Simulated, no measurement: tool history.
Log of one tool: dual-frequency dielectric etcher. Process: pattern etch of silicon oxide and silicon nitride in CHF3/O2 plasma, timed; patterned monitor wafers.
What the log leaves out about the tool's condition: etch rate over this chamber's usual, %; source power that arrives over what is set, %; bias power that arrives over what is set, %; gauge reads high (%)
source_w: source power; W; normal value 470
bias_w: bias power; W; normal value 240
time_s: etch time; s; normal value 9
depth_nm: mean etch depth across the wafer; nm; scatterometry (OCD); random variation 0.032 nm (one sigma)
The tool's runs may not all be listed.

run     day  source_w  bias_w  time_s  wafers since the last listed run  hours since the last wet clean  hours since the last source power generator calibration  hours since the last bias power generator calibration  hours since the last upper electrode change  hours since the gauge calibration  read-back reference wafer on the same gauge, depth_nm  depth_nm
  1       0       470     240       9                                 0                           175.4                                                   4455.3                                                 2393.6                                       4365.2                              345.9                                                     12     13.71
  2   0.938       470     240       9                               268                           197.9                                                   4477.8                                                 2416.1                                       4387.7                              368.4                                                     12     13.68
  3   1.542       470     240       9                               173                           212.4                                                   4492.3                                                 2430.6                                       4402.2                              382.9                                                  12.01     13.62
  4   3.004       470     272    10.5                               419                           247.5                                                   4527.4                                                 2465.7                                       4437.3                                418                                                     12     16.75
  5   4.333       380     240       9                               381                           279.4                                                   4559.3                                                 2497.6                                       4469.2                              449.9                                                     12     12.99
  6       5       380     240       9                               191                           295.4                                                   4575.3                                                 2513.6                                       4485.2                              465.9                                                     12     13.01
  7   6.012       380     240       9                               290                           319.7                                                   4599.6                                                 2537.9                                       4509.5                              490.2                                                     12     12.94
  8   7.246       470     287       9                               353                           349.3                                                   4629.2                                                 2567.5                                       4539.1                              519.8                                                     12     14.79
  9   7.867       470     240    10.5                               178                           364.2                                                   4644.1                                                 2582.4                                         4554                              534.7                                                     12     16.01
      8.808  -- source power generator calibrated
 10   8.829       470     240    10.5                               228                           387.3                                                      0.5                                                 2605.5                                       4577.1                              557.8                                                     12     16.01
      9.267  -- gauge calibrated
 11   9.679       470     197       9                               243                           407.7                                                     20.9                                                 2625.9                                       4597.5                                9.9                                                     12     12.75
     11.383  -- wet clean of the chamber
 12  11.404       410     240       9                               208                             0.5                                                     62.3                                                 2667.3                                       4638.9                               51.3                                                     12     13.02
 13  12.179       400     240       9                               222                            19.1                                                     80.9                                                 2685.9                                       4657.5                               69.9                                                     12     12.97
 14  13.271       470     240       9                               313                            45.3                                                    107.1                                                 2712.1                                       4683.7                               96.1                                                     12     13.59
 15  14.358       470     189      11                               312                            71.4                                                    133.2                                                 2738.2                                       4709.8                              122.2                                                     12     15.09
 16  15.692       510     240       9                               382                           103.4                                                    165.2                                                 2770.2                                       4741.8                              154.2                                                     12      13.9
     17.362  -- upper electrode replaced
 17  17.383       470     240       9                               198                             144                                                    205.8                                                 2810.8                                          0.5                              194.8                                                     12     13.59
 18  17.396       370     240       9                                 3                           144.3                                                    206.1                                                 2811.1                                          0.8                              195.1                                                     12     12.75
 19  18.046       350     240       9                               186                           159.9                                                    221.7                                                 2826.7                                         16.4                              210.7                                                     12      12.6
     18.496  -- bias power generator calibrated
 20  18.875       560     298     7.5                               190                           179.8                                                    241.6                                                    9.1                                         36.3                              230.6                                                     12     12.93

Forecast run 21:
 21  19.825       510     199     6.5                               272                           202.6                                                    264.4                                                   31.9                                         59.1                              253.4                                                      ?         ?

Run 21 gave read-back reference wafer on the same gauge, depth_nm 12, depth_nm 9.31 nm.
With the hidden condition absent and the run-to-run variation left alone, this run would have shown depth_nm 9.27 nm.

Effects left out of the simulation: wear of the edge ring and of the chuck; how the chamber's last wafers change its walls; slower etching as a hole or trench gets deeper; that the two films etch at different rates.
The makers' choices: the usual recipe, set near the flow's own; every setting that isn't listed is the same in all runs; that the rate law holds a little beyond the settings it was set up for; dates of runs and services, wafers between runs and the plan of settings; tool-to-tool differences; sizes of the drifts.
